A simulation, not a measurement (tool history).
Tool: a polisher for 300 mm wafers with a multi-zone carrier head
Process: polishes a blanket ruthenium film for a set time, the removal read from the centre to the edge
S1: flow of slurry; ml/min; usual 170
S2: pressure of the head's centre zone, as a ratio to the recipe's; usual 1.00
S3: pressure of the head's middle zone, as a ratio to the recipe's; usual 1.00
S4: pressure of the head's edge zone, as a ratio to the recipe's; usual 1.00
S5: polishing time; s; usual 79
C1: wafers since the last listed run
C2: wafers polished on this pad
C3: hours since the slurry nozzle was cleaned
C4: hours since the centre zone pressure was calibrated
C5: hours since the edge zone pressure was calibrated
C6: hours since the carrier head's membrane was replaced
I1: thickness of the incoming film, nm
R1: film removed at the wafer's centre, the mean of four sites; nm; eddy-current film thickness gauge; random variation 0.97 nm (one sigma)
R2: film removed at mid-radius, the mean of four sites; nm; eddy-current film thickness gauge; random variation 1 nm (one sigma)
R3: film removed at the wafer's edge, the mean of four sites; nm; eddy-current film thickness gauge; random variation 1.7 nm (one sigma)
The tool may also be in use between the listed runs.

{"run": 1, "hour": 0.0, "S1": 170, "S2": 1.0, "S3": 1.0, "S4": 1.0, "S5": 79, "C1": 0, "C2": 856, "C3": 53.8, "C4": 170.0, "C5": 500.6, "C6": 631.7, "I1": 542.6, "R1": 133.3, "R2": 135.7, "R3": 133.6}
{"run": 2, "hour": 84.7, "S1": 170, "S2": 1.0, "S3": 1.0, "S4": 1.0, "S5": 79, "C1": 483, "C2": 1339, "C3": 138.5, "C4": 254.7, "C5": 585.3, "C6": 716.4, "I1": 540.9, "R1": 133.4, "R2": 134.1, "R3": 135.5}
{"hour": 162.3, "done": "carrier head's membrane replaced by a new one"}
{"hour": 173.1, "done": "worn pad replaced by a new one"}
{"run": 3, "hour": 187.8, "S1": 170, "S2": 1.0, "S3": 1.0, "S4": 1.0, "S5": 79, "C1": 536, "C2": 83, "C3": 241.6, "C4": 357.8, "C5": 688.4, "C6": 25.5, "I1": 541.4, "R1": 132.6, "R2": 135.4, "R3": 135.0}
{"hour": 203.3, "done": "centre zone pressure recalibrated"}
{"run": 4, "hour": 243.9, "S1": 170, "S2": 1.0, "S3": 1.0, "S4": 1.0, "S5": 79, "C1": 308, "C2": 392, "C3": 297.7, "C4": 40.6, "C5": 744.5, "C6": 81.6, "I1": 534.2, "R1": 131.4, "R2": 137.8, "R3": 133.2}
{"run": 5, "hour": 327.0, "S1": 170, "S2": 1.0, "S3": 1.0, "S4": 1.05, "S5": 79, "C1": 474, "C2": 866, "C3": 380.8, "C4": 123.7, "C5": 827.6, "C6": 164.7, "I1": 546.1, "R1": 133.4, "R2": 136.1, "R3": 135.7}
{"hour": 387.1, "done": "slurry nozzle cleaned"}
{"run": 6, "hour": 418.4, "S1": 170, "S2": 1.0, "S3": 1.0, "S4": 1.05, "S5": 79, "C1": 515, "C2": 1382, "C3": 31.3, "C4": 215.1, "C5": 919.0, "C6": 256.1, "I1": 531.4, "R1": 132.4, "R2": 135.3, "R3": 138.3}
{"run": 7, "hour": 502.2, "S1": 170, "S2": 1.0, "S3": 1.0, "S4": 1.05, "S5": 79, "C1": 478, "C2": 1860, "C3": 115.1, "C4": 298.9, "C5": 1002.8, "C6": 339.9, "I1": 533.2, "R1": 133.0, "R2": 135.5, "R3": 133.5}
{"hour": 546.3, "done": "centre zone pressure recalibrated"}
{"hour": 566.2, "done": "worn pad replaced by a new one"}
{"run": 8, "hour": 583.3, "S1": 170, "S2": 1.0, "S3": 1.0, "S4": 1.0, "S5": 79, "C1": 428, "C2": 97, "C3": 196.2, "C4": 37.0, "C5": 1083.9, "C6": 421.0, "I1": 532.0, "R1": 134.7, "R2": 134.1, "R3": 133.9}
{"run": 9, "hour": 639.4, "S1": 170, "S2": 1.0, "S3": 1.0, "S4": 1.0, "S5": 79, "C1": 320, "C2": 417, "C3": 252.3, "C4": 93.1, "C5": 1140.0, "C6": 477.1, "I1": 542.4, "R1": 133.4, "R2": 135.8, "R3": 134.8}
{"run": 10, "hour": 727.6, "S1": 170, "S2": 1.0, "S3": 1.0, "S4": 1.03, "S5": 79, "C1": 503, "C2": 920, "C3": 340.5, "C4": 181.3, "C5": 1228.2, "C6": 565.3, "I1": 543.2, "R1": 131.6, "R2": 136.7, "R3": 136.2}
{"run": 11, "hour": 828.0, "S1": 170, "S2": 1.0, "S3": 1.0, "S4": 1.03, "S5": 79, "C1": 572, "C2": 1493, "C3": 440.9, "C4": 281.7, "C5": 1328.6, "C6": 665.7, "I1": 540.9, "R1": 133.0, "R2": 137.5, "R3": 135.2}
{"hour": 832.4, "done": "edge zone pressure recalibrated"}
{"hour": 870.5, "done": "slurry nozzle cleaned"}
{"hour": 919.2, "done": "centre zone pressure recalibrated"}
{"run": 12, "hour": 919.7, "S1": 140, "S2": 1.0, "S3": 1.0, "S4": 1.0, "S5": 79, "C1": 494, "C2": 1988, "C3": 49.2, "C4": 0.5, "C5": 87.3, "C6": 757.4, "I1": 548.0, "R1": 125.3, "R2": 130.9, "R3": 125.9}
{"hour": 954.0, "done": "worn pad replaced by a new one"}
{"run": 13, "hour": 960.3, "S1": 170, "S2": 1.0, "S3": 1.0, "S4": 1.0, "S5": 79, "C1": 208, "C2": 35, "C3": 89.8, "C4": 41.1, "C5": 127.9, "C6": 798.0, "I1": 543.1, "R1": 132.2, "R2": 134.4, "R3": 133.5}
{"run": 14, "hour": 1059.7, "S1": 170, "S2": 1.0, "S3": 1.0, "S4": 1.05, "S5": 79, "C1": 567, "C2": 602, "C3": 189.2, "C4": 140.5, "C5": 227.3, "C6": 897.4, "I1": 545.6, "R1": 131.9, "R2": 136.5, "R3": 137.3}
{"run": 15, "hour": 1108.5, "S1": 170, "S2": 1.07, "S3": 1.1, "S4": 1.0, "S5": 57, "C1": 278, "C2": 881, "C3": 238.0, "C4": 189.3, "C5": 276.1, "C6": 946.2, "I1": 538.9, "R1": 103.7, "R2": 106.6, "R3": 95.9}
{"hour": 1119.4, "done": "carrier head's membrane replaced by a new one"}
{"run": 16, "hour": 1156.2, "S1": 170, "S2": 0.95, "S3": 1.0, "S4": 1.12, "S5": 79, "C1": 243, "C2": 1125, "C3": 285.7, "C4": 237.0, "C5": 323.8, "C6": 36.8, "I1": 536.1, "R1": 126.7, "R2": 137.3, "R3": 138.9}
{"run": 17, "hour": 1219.1, "S1": 230, "S2": 1.0, "S3": 1.0, "S4": 1.0, "S5": 79, "C1": 358, "C2": 1483, "C3": 348.6, "C4": 299.9, "C5": 386.7, "C6": 99.7, "I1": 543.0, "R1": 140.5, "R2": 142.2, "R3": 135.2}
{"hour": 1268.9, "done": "worn pad replaced by a new one"}
{"hour": 1312.0, "done": "slurry nozzle cleaned"}
{"run": 18, "hour": 1324.0, "S1": 170, "S2": 1.0, "S3": 0.89, "S4": 1.0, "S5": 79, "C1": 570, "C2": 308, "C3": 12.0, "C4": 404.8, "C5": 491.6, "C6": 204.6, "I1": 541.7, "R1": 131.2, "R2": 124.3, "R3": 135.6}
{"hour": 1353.8, "done": "centre zone pressure recalibrated"}
{"run": 19, "hour": 1410.2, "S1": 170, "S2": 1.0, "S3": 1.0, "S4": 1.09, "S5": 79, "C1": 480, "C2": 789, "C3": 98.2, "C4": 56.4, "C5": 577.8, "C6": 290.8, "I1": 530.6, "R1": 132.3, "R2": 136.5, "R3": 138.5}
{"run": 20, "hour": 1516.1, "S1": 170, "S2": 1.0, "S3": 1.04, "S4": 1.11, "S5": 79, "C1": 604, "C2": 1393, "C3": 204.1, "C4": 162.3, "C5": 683.7, "C6": 396.7, "I1": 540.5, "R1": 131.8, "R2": 138.3, "R3": 138.8}
{"hour": 1578.0, "done": "worn pad replaced by a new one"}
{"run": 21, "hour": 1621.0, "S1": 170, "S2": 1.0, "S3": 1.0, "S4": 1.09, "S5": 101, "C1": 575, "C2": 245, "C3": 309.0, "C4": 267.2, "C5": 788.6, "C6": 501.6, "I1": 534.0, "R1": 170.4, "R2": 173.2, "R3": 179.5}
{"run": 22, "hour": 1658.1, "S1": 170, "S2": 1.0, "S3": 1.0, "S4": 1.0, "S5": 69, "C1": 211, "C2": 457, "C3": 346.1, "C4": 304.3, "C5": 825.7, "C6": 538.7, "I1": 546.2, "R1": 116.4, "R2": 118.4, "R3": 117.3}
{"hour": 1711.8, "done": "centre zone pressure recalibrated"}
{"run": 23, "hour": 1741.1, "S1": 170, "S2": 1.0, "S3": 1.0, "S4": 1.0, "S5": 79, "C1": 462, "C2": 919, "C3": 429.1, "C4": 29.3, "C5": 908.7, "C6": 621.7, "I1": 541.2, "R1": 132.8, "R2": 134.9, "R3": 132.4}

Forecast each of these 3 alternatives for the next run:
{"run": "A", "hour": 1741.6, "S1": 170, "S2": 1.0, "S3": 1.0, "S4": 1.0, "S5": 79, "C1": 2, "C2": 922, "C3": 429.6, "C4": 29.8, "C5": 909.2, "C6": 622.2, "I1": 545.7, "R1": "?", "R2": "?", "R3": "?"}
{"run": "B", "hour": 1741.6, "S1": 125, "S2": 1.0, "S3": 1.0, "S4": 0.9, "S5": 79, "C1": 2, "C2": 922, "C3": 429.6, "C4": 29.8, "C5": 909.2, "C6": 622.2, "I1": 545.7, "R1": "?", "R2": "?", "R3": "?"}
{"run": "C", "hour": 1741.6, "S1": 150, "S2": 1.0, "S3": 1.0, "S4": 1.0, "S5": 79, "C1": 2, "C2": 922, "C3": 429.6, "C4": 29.8, "C5": 909.2, "C6": 622.2, "I1": 545.7, "R1": "?", "R2": "?", "R3": "?"}

run=A R1=133.7 R2=135.6 R3=133.9
run=B R1=123.6 R2=126.6 R3=121.3
run=C R1=129.9 R2=132.2 R3=131.5
Without the tool's hidden state the same runs would have given:
run=A R1=133.7 R2=135.6 R3=133.9
run=B R1=123.6 R2=126.6 R3=121.3
run=C R1=129.9 R2=132.2 R3=131.5
